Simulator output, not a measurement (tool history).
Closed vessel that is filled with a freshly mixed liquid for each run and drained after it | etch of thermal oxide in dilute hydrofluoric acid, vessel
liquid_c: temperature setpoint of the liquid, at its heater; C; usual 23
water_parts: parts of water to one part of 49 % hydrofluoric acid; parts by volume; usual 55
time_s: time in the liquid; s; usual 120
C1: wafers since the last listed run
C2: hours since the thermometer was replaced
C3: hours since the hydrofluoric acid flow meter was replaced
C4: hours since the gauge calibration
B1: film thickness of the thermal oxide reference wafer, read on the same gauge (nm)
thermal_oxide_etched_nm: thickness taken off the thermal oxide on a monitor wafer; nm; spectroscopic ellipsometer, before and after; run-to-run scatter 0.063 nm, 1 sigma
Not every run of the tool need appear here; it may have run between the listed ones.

run 1 hour=0 | liquid_c=23 water_parts=70 time_s=120 | C1=0 C2=1577.3 C3=26.3 C4=1286.9 | B1=100.02 | thermal_oxide_etched_nm=7.66
run 2 hour=94.5 | liquid_c=23 water_parts=55 time_s=95 | C1=7083 C2=1671.8 C3=120.8 C4=1381.4 | B1=100 | thermal_oxide_etched_nm=7.73
run 3 hour=138.2 | liquid_c=23 water_parts=55 time_s=95 | C1=3275 C2=1715.5 C3=164.5 C4=1425.1 | B1=100 | thermal_oxide_etched_nm=7.69
run 4 hour=188.6 | liquid_c=23 water_parts=55 time_s=95 | C1=3778 C2=1765.9 C3=214.9 C4=1475.5 | B1=99.97 | thermal_oxide_etched_nm=7.57
run 5 hour=264.7 | liquid_c=21.5 water_parts=55 time_s=120 | C1=5704 C2=1842 C3=291 C4=1551.6 | B1=99.98 | thermal_oxide_etched_nm=9.02
-- hour=334.6 thermometer replaced
run 6 hour=367.5 | liquid_c=21.5 water_parts=55 time_s=120 | C1=7631 C2=32.9 C3=393.8 C4=1654.4 | B1=100.03 | thermal_oxide_etched_nm=9.07
run 7 hour=451.5 | liquid_c=23 water_parts=55 time_s=120 | C1=6296 C2=116.9 C3=477.8 C4=1738.4 | B1=100 | thermal_oxide_etched_nm=9.61
run 8 hour=537.2 | liquid_c=23 water_parts=55 time_s=120 | C1=6424 C2=202.6 C3=563.5 C4=1824.1 | B1=100.01 | thermal_oxide_etched_nm=9.48
run 9 hour=598.7 | liquid_c=23 water_parts=55 time_s=120 | C1=4610 C2=264.1 C3=625 C4=1885.6 | B1=100 | thermal_oxide_etched_nm=9.41
run 10 hour=666.6 | liquid_c=21 water_parts=65 time_s=120 | C1=5089 C2=332 C3=692.9 C4=1953.5 | B1=100.03 | thermal_oxide_etched_nm=7.2
run 11 hour=709.1 | liquid_c=23 water_parts=50 time_s=70 | C1=3185 C2=374.5 C3=735.4 C4=1996 | B1=100.01 | thermal_oxide_etched_nm=6.04
run 12 hour=786.8 | liquid_c=25 water_parts=80 time_s=165 | C1=5824 C2=452.2 C3=813.1 C4=2073.7 | B1=100.04 | thermal_oxide_etched_nm=9.36
run 13 hour=886.5 | liquid_c=19 water_parts=55 time_s=55 | C1=7473 C2=551.9 C3=912.8 C4=2173.4 | B1=100.02 | thermal_oxide_etched_nm=3.57
run 14 hour=984.1 | liquid_c=19 water_parts=45 time_s=90 | C1=7316 C2=649.5 C3=1010.4 C4=2271 | B1=100.03 | thermal_oxide_etched_nm=7.24
-- hour=1032.8 hydrofluoric acid flow meter replaced
run 15 hour=1046.1 | liquid_c=27 water_parts=55 time_s=120 | C1=4572 C2=711.5 C3=13.3 C4=2333 | B1=99.97 | thermal_oxide_etched_nm=11.51
run 16 hour=1112.5 | liquid_c=23 water_parts=55 time_s=120 | C1=4977 C2=777.9 C3=79.7 C4=2399.4 | B1=99.98 | thermal_oxide_etched_nm=9.69
-- hour=1167.2 gauge calibrated
run 17 hour=1174.8 | liquid_c=23 water_parts=55 time_s=120 | C1=4670 C2=840.2 C3=142 C4=7.6 | B1=100 | thermal_oxide_etched_nm=9.75
run 18 hour=1258.2 | liquid_c=25.5 water_parts=55 time_s=55 | C1=6251 C2=923.6 C3=225.4 C4=91 | B1=99.98 | thermal_oxide_etched_nm=4.9
run 19 hour=1321.9 | liquid_c=23 water_parts=55 time_s=80 | C1=4775 C2=987.3 C3=289.1 C4=154.7 | B1=99.96 | thermal_oxide_etched_nm=6.45
run 20 hour=1408.4 | liquid_c=19 water_parts=75 time_s=140 | C1=6484 C2=1073.8 C3=375.6 C4=241.2 | B1=100 | thermal_oxide_etched_nm=6.81
run 21 hour=1486.3 | liquid_c=18 water_parts=75 time_s=165 | C1=5839 C2=1151.7 C3=453.5 C4=319.1 | B1=99.98 | thermal_oxide_etched_nm=7.68
run 22 hour=1535.8 | liquid_c=21 water_parts=70 time_s=60 | C1=3710 C2=1201.2 C3=503 C4=368.6 | B1=100 | thermal_oxide_etched_nm=3.36
run 23 hour=1643.3 | liquid_c=23 water_parts=55 time_s=120 | C1=8058 C2=1308.7 C3=610.5 C4=476.1 | B1=99.99 | thermal_oxide_etched_nm=9.49
run 24 hour=1709.1 | liquid_c=23 water_parts=30 time_s=120 | C1=4932 C2=1374.5 C3=676.3 C4=541.9 | B1=100 | thermal_oxide_etched_nm=17.86
run 25 hour=1757.4 | liquid_c=23 water_parts=55 time_s=120 | C1=3620 C2=1422.8 C3=724.6 C4=590.2 | B1=100.03 | thermal_oxide_etched_nm=9.35
run 26 hour=1813.7 | liquid_c=24.5 water_parts=40 time_s=190 | C1=4220 C2=1479.1 C3=780.9 C4=646.5 | B1=99.97 | thermal_oxide_etched_nm=21.98
run 27 hour=1879.9 | liquid_c=23 water_parts=55 time_s=75 | C1=4962 C2=1545.3 C3=847.1 C4=712.7 | B1=99.96 | thermal_oxide_etched_nm=5.85
run 28 hour=1950.8 | liquid_c=23 water_parts=55 time_s=160 | C1=5314 C2=1616.2 C3=918 C4=783.6 | B1=100.03 | thermal_oxide_etched_nm=12.51

Run 29 is up next; what results do you expect?
-- hour=2009.5 hydrofluoric acid flow meter replaced
run 29 hour=2042.9 | liquid_c=23 water_parts=55 time_s=160 | C1=6829 C2=1708.3 C3=33.4 C4=875.7 | B1=? | thermal_oxide_etched_nm=?

B1: 99.98
thermal_oxide_etched_nm: 13.13 nm
If the tool had no hidden condition, the same run with the same run-to-run variation would have returned thermal_oxide_etched_nm 13.16 nm.
